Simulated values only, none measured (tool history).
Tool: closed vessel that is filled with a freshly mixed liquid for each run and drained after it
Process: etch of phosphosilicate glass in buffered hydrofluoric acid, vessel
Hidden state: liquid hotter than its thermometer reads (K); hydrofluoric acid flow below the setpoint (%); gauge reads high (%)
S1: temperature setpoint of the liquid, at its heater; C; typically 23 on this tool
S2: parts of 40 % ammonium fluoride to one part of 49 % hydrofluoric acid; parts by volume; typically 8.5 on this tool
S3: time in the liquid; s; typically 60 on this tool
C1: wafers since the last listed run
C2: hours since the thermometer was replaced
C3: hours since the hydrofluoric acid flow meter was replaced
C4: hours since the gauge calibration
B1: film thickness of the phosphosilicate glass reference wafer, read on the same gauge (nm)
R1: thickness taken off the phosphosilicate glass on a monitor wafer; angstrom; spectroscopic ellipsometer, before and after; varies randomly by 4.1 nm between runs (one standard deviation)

run,hour,S1,S2,S3,C1,C2,C3,C4,B1,R1
1,0,23,8.5,85,0,348.2,2304.6,1551.9,69.96,8069.2
2,51.6,23,8.5,85,7154,399.8,2356.2,1603.5,70,8062.8
3,120.6,23,8.5,60,9566,468.8,2425.2,1672.5,70.06,5625.1
4,159.5,23,8.5,75,5393,507.7,2464.1,1711.4,70.03,7049.9
# hour 189: hydrofluoric acid flow meter replaced
5,222.6,23,8.5,75,8610,570.8,33.6,1774.5,70.02,6960.6
6,291.3,23,8.5,60,9525,639.5,102.3,1843.2,69.97,5630.6
7,338.3,23,8.5,60,6516,686.5,149.3,1890.2,69.98,5699.9
8,397.6,23,8.5,60,8222,745.8,208.6,1949.5,70,5700.6
9,421.9,23,8.5,60,3369,770.1,232.9,1973.8,70.03,5725.9
10,461.2,19,8.5,40,5449,809.4,272.2,2013.1,69.98,3002.2
# hour 515.4: gauge calibrated
11,521.1,27.5,6,95,8305,869.3,332.1,5.7,70.01,16035.2
12,564,25.5,10.5,30,5948,912.2,375,48.6,70.02,2684.9
13,597.8,23,12,60,4686,946,408.8,82.4,69.94,4186.7
14,661.5,23,11.5,40,8832,1009.7,472.5,146.1,69.94,2907.4
15,716.9,26.5,8.5,35,7681,1065.1,527.9,201.5,70,3965.6
16,746.1,23,8.5,60,4048,1094.3,557.1,230.7,69.98,5638.7
17,788.7,18.5,6,35,5906,1136.9,599.7,273.3,69.98,3686.7
18,839.6,23,7.5,60,7057,1187.8,650.6,324.2,70,6471.6
19,879.8,23,8.5,50,5573,1228,690.8,364.4,69.99,4731.4
# hour 927.7: thermometer replaced
20,938.5,26,8.5,70,8000,10.8,749.5,423.1,69.97,7709
21,995.4,23,8.5,75,7889,67.7,806.4,480,70,7053.7
22,1058.7,19,11.5,30,8776,131,869.7,543.3,69.96,1740.8
23,1119,23,8.5,45,8360,191.3,930,603.6,69.96,4188.9
24,1162.4,23,6.5,60,6017,234.7,973.4,647,70.02,7358.6
25,1228.6,27,8.5,60,9178,300.9,1039.6,713.2,69.97,7057.7
26,1271.4,24.5,8.5,80,5934,343.7,1082.4,756,70,8154.5
27,1296.3,27.5,10.5,75,3452,368.6,1107.3,780.9,70.02,7491.7

What does the tool deliver on the next run?
28,1349.1,27,6.5,45,7320,421.4,1160.1,833.7,?,?

{"run 28": {"B1": 69.99, "R1": 6921.1}}
On a tool with no hidden condition, and with the same random variation, this run would have come out at R1 6921.1 angstrom.
